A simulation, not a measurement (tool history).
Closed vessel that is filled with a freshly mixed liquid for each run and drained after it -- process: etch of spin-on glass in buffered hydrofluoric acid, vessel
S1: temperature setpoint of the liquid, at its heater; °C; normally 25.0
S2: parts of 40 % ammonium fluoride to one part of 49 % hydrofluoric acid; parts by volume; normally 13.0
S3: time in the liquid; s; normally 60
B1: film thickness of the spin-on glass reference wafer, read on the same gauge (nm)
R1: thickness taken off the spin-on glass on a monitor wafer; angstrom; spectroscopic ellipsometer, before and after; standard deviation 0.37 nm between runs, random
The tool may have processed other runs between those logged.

| run | hour | S1 | S2 | S3 | B1 | R1 |
|---|---|---|---|---|---|---|
| 1 | 0.0 | 21.5 | 13.0 | 60 | 110.00 | 1517.0 |
| 2 | 16.2 | 25.0 | 16.5 | 45 | 110.01 | 1087.3 |
| 3 | 29.5 | 25.0 | 16.5 | 45 | 110.01 | 1086.9 |
| 4 | 43.3 | 25.0 | 16.5 | 45 | 109.99 | 1081.0 |
| 5 | 56.4 | 25.0 | 13.0 | 60 | 110.00 | 1827.2 |
|  | 67.4 | thermometer replaced |
| 6 | 67.9 | 25.0 | 15.0 | 35 | 110.01 | 832.0 |
| 7 | 76.2 | 25.0 | 9.5 | 60 | 110.02 | 2233.4 |
|  | 83.9 | hydrofluoric acid flow meter replaced |
| 8 | 91.1 | 25.0 | 13.0 | 60 | 110.02 | 1822.2 |
| 9 | 108.8 | 25.0 | 13.0 | 60 | 110.00 | 1822.0 |
| 10 | 115.6 | 25.0 | 11.5 | 60 | 109.99 | 2059.2 |
| 11 | 126.1 | 20.5 | 11.0 | 35 | 110.00 | 977.9 |
| 12 | 134.1 | 25.0 | 15.5 | 60 | 110.00 | 1535.0 |
| 13 | 146.8 | 25.0 | 13.0 | 60 | 110.00 | 1814.8 |
| 14 | 157.7 | 25.0 | 13.0 | 60 | 110.01 | 1811.7 |
| 15 | 168.5 | 25.0 | 11.5 | 30 | 110.00 | 1024.2 |
|  | 171.0 | gauge calibrated |
| 16 | 180.6 | 25.0 | 18.0 | 40 | 109.99 | 877.6 |
| 17 | 190.9 | 21.5 | 13.0 | 60 | 110.01 | 1501.0 |
| 18 | 204.5 | 25.0 | 16.5 | 60 | 110.00 | 1434.6 |
| 19 | 216.7 | 25.0 | 13.0 | 85 | 110.00 | 2574.8 |

A few steps of R1 between consecutive runs. Split each: what settings, incoming material and random variation would produce without the hidden state, and what is left over for the hidden state, along with gauge scatter present in only one of the two compared results (measured, and without hidden state):
Hidden conditions of the tool in this case: liquid hotter than its thermometer reads (K); hydrofluoric acid flow below the setpoint (%); gauge reads high (%).
Run 6 -> 7: S2 15.0 -> 9.5, S3 35 -> 60. R1 +1401.4 angstrom: hidden state -92.1, all else +1493.5.
Run 7 -> 8: S2 9.5 -> 13.0, hydrofluoric acid flow meter replaced. R1 -411.2 angstrom: hidden state +196.0, all else -607.2.
